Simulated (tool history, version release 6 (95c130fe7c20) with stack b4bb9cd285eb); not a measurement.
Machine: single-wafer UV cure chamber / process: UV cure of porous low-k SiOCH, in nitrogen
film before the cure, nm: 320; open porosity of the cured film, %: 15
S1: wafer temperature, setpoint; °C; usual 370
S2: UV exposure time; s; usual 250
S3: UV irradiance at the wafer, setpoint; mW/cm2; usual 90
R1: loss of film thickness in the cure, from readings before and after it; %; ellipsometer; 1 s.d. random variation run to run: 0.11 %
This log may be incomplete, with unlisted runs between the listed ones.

Run 1, hour 0: usual settings. Result: R1 8.811 %.
Run 2, hour 12.3: usual settings. Result: R1 8.454 %.
Run 3, hour 39.5: usual settings. Result: R1 8.551 %.
Run 4, hour 72.8: usual settings but S3 106 mW/cm2. Result: R1 9.458 %.
Run 5, hour 106.8: usual settings but S3 106 mW/cm2. Result: R1 9.117 %.
Run 6, hour 132.8: usual settings but S3 106 mW/cm2. Result: R1 9.122 %.
Run 7, hour 235.8: usual settings. Result: R1 8.307 %.
Run 8, hour 262.2: usual settings. Result: R1 8.19 %.
Run 9, hour 282.7: usual settings but S1 375 °C, S2 345 s. Result: R1 9.647 %.
Run 10, hour 294.7: usual settings. Result: R1 8.226 %.
Run 11, hour 327.1: usual settings. Result: R1 8.143 %.
Run 12, hour 353.4: usual settings. Result: R1 8.119 %.
Run 13, hour 369.7: usual settings. Result: R1 8.037 %.
Run 14, hour 385.1: usual settings. Result: R1 7.953 %.
Run 15, hour 454.1: usual settings. Result: R1 7.983 %.
Run 16, hour 486.7: usual settings. Result: R1 7.828 %.
Run 17, hour 499.2: usual settings. Result: R1 7.717 %.
Run 18, hour 524.4: usual settings but S1 356 °C, S2 195 s, S3 63 mW/cm2. Result: R1 5.455 %.

Run 19 has not been measured yet. What should we expect?
Run 19, hour 550.3: usual settings but S1 387 °C, S2 125 s. Result: R1 ?.

Run 19 came out at R1 5.426 %.
Minus the tool's unlogged condition, the same run would have read R1 7.441 %.
